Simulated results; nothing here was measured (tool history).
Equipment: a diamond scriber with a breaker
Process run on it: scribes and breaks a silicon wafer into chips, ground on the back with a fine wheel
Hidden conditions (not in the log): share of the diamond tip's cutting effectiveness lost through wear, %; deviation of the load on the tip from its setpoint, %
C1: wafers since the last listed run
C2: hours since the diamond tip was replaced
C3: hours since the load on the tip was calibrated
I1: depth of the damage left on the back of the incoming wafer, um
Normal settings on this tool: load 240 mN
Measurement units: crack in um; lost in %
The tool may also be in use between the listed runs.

{"run": 1, "hour": 0.0, "load": 284, "C1": 0, "C2": 276.5, "C3": 563.0, "I1": 2.96, "crack": 8.7, "lost": 7.61}
{"run": 2, "hour": 70.7, "load": 275, "C1": 114, "C2": 347.2, "C3": 633.7, "I1": 1.81, "crack": 8.29, "lost": 3.65}
{"run": 3, "hour": 108.9, "load": 275, "C1": 61, "C2": 385.4, "C3": 671.9, "I1": 2.05, "crack": 8.12, "lost": 4.82}
{"run": 4, "hour": 180.8, "load": 275, "C1": 116, "C2": 457.3, "C3": 743.8, "I1": 2.56, "crack": 8.48, "lost": 5.79}
{"run": 5, "hour": 235.9, "load": 258, "C1": 89, "C2": 512.4, "C3": 798.9, "I1": 2.46, "crack": 8.18, "lost": 4.64}
{"run": 6, "hour": 262.5, "load": 258, "C1": 43, "C2": 539.0, "C3": 825.5, "I1": 2.11, "crack": 7.93, "lost": 3.36}
{"run": 7, "hour": 302.5, "load": 240, "C1": 64, "C2": 579.0, "C3": 865.5, "I1": 2.73, "crack": 7.25, "lost": 6.35}
{"run": 8, "hour": 333.3, "load": 240, "C1": 49, "C2": 609.8, "C3": 896.3, "I1": 2.09, "crack": 7.42, "lost": 3.08}
{"run": 9, "hour": 374.1, "load": 240, "C1": 66, "C2": 650.6, "C3": 937.1, "I1": 2.74, "crack": 7.52, "lost": 6.53}
{"run": 10, "hour": 424.4, "load": 240, "C1": 81, "C2": 700.9, "C3": 987.4, "I1": 2.39, "crack": 7.62, "lost": 4.65}
{"run": 11, "hour": 480.5, "load": 240, "C1": 90, "C2": 757.0, "C3": 1043.5, "I1": 2.13, "crack": 7.51, "lost": 3.41}
{"run": 12, "hour": 510.2, "load": 240, "C1": 48, "C2": 786.7, "C3": 1073.2, "I1": 2.65, "crack": 7.54, "lost": 5.75}
{"hour": 685.0, "done": "diamond tip replaced by a new one"}
{"run": 13, "hour": 694.4, "load": 240, "C1": 295, "C2": 9.4, "C3": 1257.4, "I1": 1.83, "crack": 7.62, "lost": 2.42}
{"run": 14, "hour": 759.4, "load": 240, "C1": 105, "C2": 74.4, "C3": 1322.4, "I1": 2.54, "crack": 7.34, "lost": 4.71}
{"run": 15, "hour": 794.2, "load": 240, "C1": 56, "C2": 109.2, "C3": 1357.2, "I1": 1.75, "crack": 7.44, "lost": 2.37}
{"run": 16, "hour": 854.9, "load": 305, "C1": 98, "C2": 169.9, "C3": 1417.9, "I1": 1.55, "crack": 8.97, "lost": 6.25}
{"run": 17, "hour": 919.6, "load": 260, "C1": 104, "C2": 234.6, "C3": 1482.6, "I1": 2.55, "crack": 7.8, "lost": 4.97}
{"run": 18, "hour": 980.6, "load": 286, "C1": 98, "C2": 295.6, "C3": 1543.6, "I1": 2.77, "crack": 8.37, "lost": 7.44}
{"run": 19, "hour": 1022.8, "load": 189, "C1": 68, "C2": 337.8, "C3": 1585.8, "I1": 2.43, "crack": 6.33, "lost": 10.87}
{"run": 20, "hour": 1057.0, "load": 289, "C1": 55, "C2": 372.0, "C3": 1620.0, "I1": 2.02, "crack": 8.51, "lost": 4.83}
{"run": 21, "hour": 1097.5, "load": 205, "C1": 65, "C2": 412.5, "C3": 1660.5, "I1": 1.77, "crack": 6.66, "lost": 4.73}
{"hour": 1150.4, "done": "load on the tip recalibrated"}
{"run": 22, "hour": 1163.3, "load": 206, "C1": 103, "C2": 478.3, "C3": 12.9, "I1": 2.11, "crack": 6.8, "lost": 6.56}
{"run": 23, "hour": 1233.6, "load": 207, "C1": 113, "C2": 548.6, "C3": 83.2, "I1": 2.7, "crack": 6.58, "lost": 10.2}
{"run": 24, "hour": 1269.3, "load": 240, "C1": 57, "C2": 584.3, "C3": 118.9, "I1": 1.78, "crack": 7.61, "lost": 2.42}
{"run": 25, "hour": 1314.6, "load": 240, "C1": 73, "C2": 629.6, "C3": 164.2, "I1": 1.53, "crack": 7.5, "lost": 2.1}
{"run": 26, "hour": 1370.9, "load": 240, "C1": 91, "C2": 685.9, "C3": 220.5, "I1": 2.59, "crack": 7.57, "lost": 5.99}
{"run": 27, "hour": 1415.0, "load": 240, "C1": 71, "C2": 730.0, "C3": 264.6, "I1": 2.37, "crack": 7.56, "lost": 5.13}
{"run": 28, "hour": 1453.8, "load": 259, "C1": 62, "C2": 768.8, "C3": 303.4, "I1": 1.96, "crack": 8.02, "lost": 3.16}
{"run": 29, "hour": 1506.0, "load": 268, "C1": 84, "C2": 821.0, "C3": 355.6, "I1": 2.31, "crack": 8.26, "lost": 4.93}
{"run": 30, "hour": 1545.0, "load": 214, "C1": 63, "C2": 860.0, "C3": 394.6, "I1": 2.95, "crack": 6.97, "lost": 10.11}
{"run": 31, "hour": 1586.8, "load": 194, "C1": 67, "C2": 901.8, "C3": 436.4, "I1": 1.78, "crack": 6.37, "lost": 6.6}

Entry by entry between the runs, the difference in hidden state between the last listed run before and the first listed run after:
After run 12, before run 13: diamond tip replaced by a new one (hour 685.0)
  nothing in the hidden state changes from one run to the other
After run 21, before run 22: load on the tip recalibrated (hour 1150.4)
  nothing in the hidden state changes from one run to the other
